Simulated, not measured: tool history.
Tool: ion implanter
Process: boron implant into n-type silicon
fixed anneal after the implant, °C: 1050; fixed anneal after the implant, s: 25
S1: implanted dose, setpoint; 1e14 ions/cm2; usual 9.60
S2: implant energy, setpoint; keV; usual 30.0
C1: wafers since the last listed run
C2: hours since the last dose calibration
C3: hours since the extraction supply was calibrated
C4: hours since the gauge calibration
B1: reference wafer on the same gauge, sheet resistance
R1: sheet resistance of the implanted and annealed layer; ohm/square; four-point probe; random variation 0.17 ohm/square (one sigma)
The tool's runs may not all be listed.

{"run": 1, "hour": 0.0, "S1": 9.6, "S2": 30.0, "C1": 0, "C2": 745.0, "C3": 5931.7, "C4": 184.9, "B1": 103.03, "R1": 116.06}
{"run": 2, "hour": 10.2, "S1": 9.6, "S2": 30.0, "C1": 170, "C2": 755.2, "C3": 5941.9, "C4": 195.1, "B1": 102.99, "R1": 115.96}
{"run": 3, "hour": 33.8, "S1": 9.6, "S2": 30.0, "C1": 393, "C2": 778.8, "C3": 5965.5, "C4": 218.7, "B1": 103.0, "R1": 115.87}
{"run": 4, "hour": 50.3, "S1": 9.6, "S2": 30.0, "C1": 275, "C2": 795.3, "C3": 5982.0, "C4": 235.2, "B1": 102.96, "R1": 115.98}
{"run": 5, "hour": 58.5, "S1": 9.6, "S2": 30.0, "C1": 136, "C2": 803.5, "C3": 5990.2, "C4": 243.4, "B1": 103.05, "R1": 116.15}
{"run": 6, "hour": 67.2, "S1": 10.31, "S2": 30.0, "C1": 145, "C2": 812.2, "C3": 5998.9, "C4": 252.1, "B1": 103.0, "R1": 109.31}
{"run": 7, "hour": 76.8, "S1": 10.31, "S2": 30.0, "C1": 160, "C2": 821.8, "C3": 6008.5, "C4": 261.7, "B1": 103.0, "R1": 109.6}
{"run": 8, "hour": 90.6, "S1": 10.31, "S2": 30.0, "C1": 230, "C2": 835.6, "C3": 6022.3, "C4": 275.5, "B1": 102.98, "R1": 109.57}
{"run": 9, "hour": 102.3, "S1": 11.7, "S2": 37.5, "C1": 195, "C2": 847.3, "C3": 6034.0, "C4": 287.2, "B1": 103.08, "R1": 96.77}
{"run": 10, "hour": 116.5, "S1": 11.7, "S2": 37.5, "C1": 236, "C2": 861.5, "C3": 6048.2, "C4": 301.4, "B1": 102.97, "R1": 96.97}
{"run": 11, "hour": 128.8, "S1": 11.7, "S2": 37.5, "C1": 205, "C2": 873.8, "C3": 6060.5, "C4": 313.7, "B1": 103.04, "R1": 96.9}
{"run": 12, "hour": 139.0, "S1": 9.6, "S2": 30.0, "C1": 170, "C2": 884.0, "C3": 6070.7, "C4": 323.9, "B1": 103.01, "R1": 116.84}
{"run": 13, "hour": 156.5, "S1": 9.6, "S2": 30.0, "C1": 291, "C2": 901.5, "C3": 6088.2, "C4": 341.4, "B1": 103.05, "R1": 116.85}
{"run": 14, "hour": 163.1, "S1": 7.92, "S2": 30.0, "C1": 110, "C2": 908.1, "C3": 6094.8, "C4": 348.0, "B1": 103.03, "R1": 137.09}
{"hour": 176.0, "done": "Faraday cup replaced and dose calibrated"}
{"run": 15, "hour": 178.2, "S1": 9.6, "S2": 30.0, "C1": 118, "C2": 2.2, "C3": 6109.9, "C4": 363.1, "B1": 102.94, "R1": 113.19}
{"run": 16, "hour": 219.6, "S1": 9.6, "S2": 30.0, "C1": 690, "C2": 43.6, "C3": 6151.3, "C4": 404.5, "B1": 103.02, "R1": 113.17}
{"hour": 240.9, "done": "extraction supply calibrated"}
{"run": 17, "hour": 241.4, "S1": 8.72, "S2": 35.5, "C1": 230, "C2": 65.4, "C3": 0.5, "C4": 426.3, "B1": 103.02, "R1": 120.98}
{"run": 18, "hour": 252.4, "S1": 7.36, "S2": 24.0, "C1": 183, "C2": 76.4, "C3": 11.5, "C4": 437.3, "B1": 103.0, "R1": 144.35}
{"run": 19, "hour": 270.3, "S1": 7.4, "S2": 30.0, "C1": 298, "C2": 94.3, "C3": 29.4, "C4": 455.2, "B1": 103.02, "R1": 140.49}
{"run": 20, "hour": 285.8, "S1": 7.01, "S2": 39.0, "C1": 258, "C2": 109.8, "C3": 44.9, "C4": 470.7, "B1": 102.95, "R1": 143.2}
{"run": 21, "hour": 301.2, "S1": 8.72, "S2": 35.5, "C1": 256, "C2": 125.2, "C3": 60.3, "C4": 486.1, "B1": 103.03, "R1": 120.5}
{"hour": 301.9, "done": "gauge calibrated"}
{"run": 22, "hour": 316.0, "S1": 9.6, "S2": 24.0, "C1": 246, "C2": 140.0, "C3": 75.1, "C4": 14.1, "B1": 102.99, "R1": 115.23}
{"run": 23, "hour": 366.8, "S1": 9.6, "S2": 38.5, "C1": 846, "C2": 190.8, "C3": 125.9, "C4": 64.9, "B1": 103.07, "R1": 110.67}
{"run": 24, "hour": 416.8, "S1": 9.6, "S2": 30.0, "C1": 833, "C2": 240.8, "C3": 175.9, "C4": 114.9, "B1": 102.99, "R1": 113.14}
{"run": 25, "hour": 430.2, "S1": 11.89, "S2": 30.0, "C1": 223, "C2": 254.2, "C3": 189.3, "C4": 128.3, "B1": 103.0, "R1": 94.13}
{"run": 26, "hour": 445.5, "S1": 10.42, "S2": 33.5, "C1": 255, "C2": 269.5, "C3": 204.6, "C4": 143.6, "B1": 103.01, "R1": 104.68}
{"run": 27, "hour": 451.8, "S1": 6.74, "S2": 30.0, "C1": 105, "C2": 275.8, "C3": 210.9, "C4": 149.9, "B1": 102.95, "R1": 152.31}

Forecast each of these 3 alternatives for the next run:
{"run": "A", "hour": 452.2, "S1": 6.72, "S2": 30.0, "C1": 6, "C2": 276.2, "C3": 211.3, "C4": 150.3, "B1": "?", "R1": "?"}
{"run": "B", "hour": 452.2, "S1": 10.9, "S2": 30.0, "C1": 6, "C2": 276.2, "C3": 211.3, "C4": 150.3, "B1": "?", "R1": "?"}
{"run": "C", "hour": 452.2, "S1": 7.21, "S2": 34.5, "C1": 6, "C2": 276.2, "C3": 211.3, "C4": 150.3, "B1": "?", "R1": "?"}

run=A B1=102.98 R1=152.75
run=B B1=102.98 R1=101.70
run=C B1=102.98 R1=141.99
Without the tool's hidden state the same runs would have given:
run=A R1=152.57
run=B R1=101.57
run=C R1=141.83
